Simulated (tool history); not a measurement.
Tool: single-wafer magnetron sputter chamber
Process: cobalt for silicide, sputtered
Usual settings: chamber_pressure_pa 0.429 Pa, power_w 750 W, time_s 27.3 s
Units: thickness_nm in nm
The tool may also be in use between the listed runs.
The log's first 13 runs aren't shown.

run,hour,chamber_pressure_pa,power_w,time_s,wafers since the last listed run,wafers on the sputter target,hours since the last manometer calibration,hours since the magnet pack was replaced,hours since the gauge calibration,"read-back reference wafer on the same gauge, thickness_nm",thickness_nm
# hour 1378.8: capacitance manometer re-zeroed and calibrated
# hour 1487.7: sputter target and shields replaced
# hour 1511.9: gauge calibrated
14,1634.1,0.429,750,31.4,5790,2958,255.3,12797.1,122.2,9.899,12.337
15,1723.8,0.429,600,27.3,1812,4770,345,12886.8,211.9,9.897,9.162
# hour 1985.4: magnet pack replaced, of another model than before
16,2044.9,0.488,800,23.8,6326,11097,666.1,59.5,533,9.896,9.541
17,2108.6,0.429,750,27.3,1287,12384,729.8,123.2,596.7,9.898,10.674
# hour 2130.9: sputter target and shields replaced
18,2162.2,0.429,850,27.3,921,632,783.4,176.8,650.3,9.897,11.667
19,2211.6,0.575,850,27.3,998,1630,832.8,226.2,699.7,9.9,11.173
20,2317.6,0.37,800,32.6,2141,3772,938.8,332.2,805.7,9.903,13.483
21,2377.9,0.429,650,22.6,1218,4991,999.1,392.5,866,9.897,7.966
22,2458.6,0.373,850,25.6,1630,6621,1079.8,473.2,946.7,9.897,11.16
23,2504.9,0.579,600,30.3,935,7557,1126.1,519.5,993,9.9,9.708
24,2571.6,0.429,750,27.3,1347,8904,1192.8,586.2,1059.7,9.896,10.688
25,2650.2,0.503,850,27.3,1588,10492,1271.4,664.8,1138.3,9.898,11.446
26,2692.1,0.363,650,27.3,846,11339,1313.3,706.7,1180.2,9.904,9.797
27,2741,0.429,750,25.5,988,12327,1362.2,755.6,1229.1,9.903,9.888
28,2833.6,0.522,900,27.3,1870,14198,1454.8,848.2,1321.7,9.898,11.797
29,2924.7,0.429,750,27.3,1840,16039,1545.9,939.3,1412.8,9.897,10.623
# hour 2969.7: sputter target and shields replaced
30,3030.6,0.429,950,27.3,1978,1231,1651.8,1045.2,1518.7,9.896,12.636
31,3074.3,0.52,900,31.6,882,2114,1695.5,1088.9,1562.4,9.901,13.739
32,3152.1,0.579,600,30.3,1571,3686,1773.3,1166.7,1640.2,9.898,9.693
# hour 3186.2: capacitance manometer re-zeroed and calibrated
33,3216.4,0.292,750,22.4,1137,4823,30.2,1231,1704.5,9.903,9.193
34,3268.3,0.429,750,27.3,1048,5872,82.1,1282.9,1756.4,9.897,10.767

Forecast each of these 4 alternatives for the next run:
A,3268.7,0.429,750,27.3,8,5880,82.5,1283.3,1756.8,?,?
B,3268.7,0.429,750,29.8,8,5880,82.5,1283.3,1756.8,?,?
C,3268.7,0.429,650,27.3,8,5880,82.5,1283.3,1756.8,?,?
D,3268.7,0.429,600,22.8,8,5880,82.5,1283.3,1756.8,?,?

run,"read-back reference wafer on the same gauge, thickness_nm",thickness_nm
A,9.9,10.807
B,9.9,11.797
C,9.9,9.781
D,9.9,7.74
Without the tool's hidden state the same runs would have given:
run,thickness_nm
A,10.831
B,11.823
C,9.803
D,7.757

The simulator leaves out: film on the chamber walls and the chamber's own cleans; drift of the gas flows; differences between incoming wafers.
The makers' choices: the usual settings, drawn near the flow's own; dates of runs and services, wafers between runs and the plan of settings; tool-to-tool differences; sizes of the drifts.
